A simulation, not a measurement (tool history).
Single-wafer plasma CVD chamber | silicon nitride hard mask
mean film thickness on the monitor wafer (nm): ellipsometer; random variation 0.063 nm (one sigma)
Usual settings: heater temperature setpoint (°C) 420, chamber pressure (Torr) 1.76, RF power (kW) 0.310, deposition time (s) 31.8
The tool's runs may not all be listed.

run	hour	heater temperature setpoint (°C)	chamber pressure (Torr)	RF power (kW)	deposition time (s)	wafers since the last listed run	hours since the last thermocouple change	hours since the last RF generator calibration	hours since the last manometer calibration	hours since the showerhead was replaced	hours since the gauge calibration	read-back reference wafer on the same gauge, thickness_nm	mean film thickness on the monitor wafer (nm)
1	0.0	420	1.60	0.310	31.8	0	2135.2	1804.0	2076.7	6004.1	385.1	50.003	40.674
2	25.8	420	1.60	0.310	31.8	536	2161.0	1829.8	2102.5	6029.9	410.9	49.988	40.623
3	40.1	420	1.60	0.310	31.8	297	2175.3	1844.1	2116.8	6044.2	425.2	50.008	40.598
4	55.0	410	1.76	0.310	31.8	309	2190.2	1859.0	2131.7	6059.1	440.1	50.015	41.697
5	88.0	410	1.76	0.310	31.8	686	2223.2	1892.0	2164.7	6092.1	473.1	49.992	41.788
6	100.8	410	1.76	0.310	31.8	266	2236.0	1904.8	2177.5	6104.9	485.9	50.018	41.838
7	128.7	420	1.76	0.310	31.8	580	2263.9	1932.7	2205.4	6132.8	513.8	50.009	41.584
8	152.1	420	1.92	0.310	31.8	486	2287.3	1956.1	2228.8	6156.2	537.2	50.003	42.549
9	183.6	420	1.76	0.310	31.8	654	2318.8	1987.6	2260.3	6187.7	568.7	49.994	41.498
10	219.4	420	1.76	0.310	31.8	744	2354.6	2023.4	2296.1	6223.5	604.5	50.007	41.591
# hour 253.0: capacitance manometer re-zeroed and calibrated
11	253.5	420	1.76	0.310	31.8	542	2388.7	2057.5	0.5	6257.6	638.6	49.995	40.842
# hour 322.6: thermocouple changed; heater temperature recalibrated
# hour 347.5: RF generator calibrated
12	348.0	420	1.76	0.310	31.8	1631	25.4	0.5	95.0	6352.1	733.1	50.019	41.992
13	371.6	420	1.76	0.310	31.8	490	49.0	24.1	118.6	6375.7	756.7	50.009	41.960
14	388.8	420	1.76	0.355	31.8	357	66.2	41.3	135.8	6392.9	773.9	49.982	44.342
15	409.2	420	1.76	0.310	31.8	424	86.6	61.7	156.2	6413.3	794.3	49.988	42.025
16	457.2	420	1.76	0.310	35.5	997	134.6	109.7	204.2	6461.3	842.3	50.004	46.894
17	487.5	420	1.76	0.310	31.8	629	164.9	140.0	234.5	6491.6	872.6	50.000	41.922
# hour 503.3: gauge calibrated
18	514.5	420	1.76	0.310	31.8	561	191.9	167.0	261.5	6518.6	11.2	50.013	41.938
# hour 539.0: showerhead replaced
19	539.5	420	1.76	0.310	31.8	353	216.9	192.0	286.5	0.5	36.2	49.997	41.922
20	548.2	420	1.42	0.355	31.8	180	225.6	200.7	295.2	9.2	44.9	49.995	41.985
21	572.3	420	2.19	0.275	36.7	501	249.7	224.8	319.3	33.3	69.0	49.997	48.572
22	591.5	420	2.07	0.270	31.8	399	268.9	244.0	338.5	52.5	88.2	50.004	41.386
23	626.6	424	1.76	0.310	31.8	729	304.0	279.1	373.6	87.6	123.3	50.001	41.714
24	655.8	420	1.76	0.310	31.8	607	333.2	308.3	402.8	116.8	152.5	49.997	41.924
25	679.9	420	1.76	0.310	31.8	501	357.3	332.4	426.9	140.9	176.6	50.006	41.839
26	698.4	420	1.76	0.310	31.8	384	375.8	350.9	445.4	159.4	195.1	50.024	41.829
27	715.0	420	1.38	0.270	28.9	345	392.4	367.5	462.0	176.0	211.7	50.005	34.002
28	728.1	420	1.52	0.260	31.8	272	405.5	380.6	475.1	189.1	224.8	50.003	37.875
29	761.5	433	1.49	0.290	29.8	694	438.9	414.0	508.5	222.5	258.2	50.006	36.448
30	780.8	420	1.76	0.310	27.4	401	458.2	433.3	527.8	241.8	277.5	49.997	36.075

3 ways to go on from here, each from the tool as it stands after run 30. What would each give?
A	781.2	420	1.76	0.310	31.8	8	458.6	433.7	528.2	242.2	277.9	?	?
B	781.2	420	1.76	0.310	38.1	8	458.6	433.7	528.2	242.2	277.9	?	?
C	781.2	420	1.53	0.310	33.9	8	458.6	433.7	528.2	242.2	277.9	?	?

run	read-back reference wafer on the same gauge, thickness_nm	mean film thickness on the monitor wafer (nm)
A	50.004	41.878
B	50.004	50.154
C	50.004	43.160
Without the tool's hidden state the same runs would have given:
run	mean film thickness on the monitor wafer (nm)
A	42.070
B	50.384
C	43.353
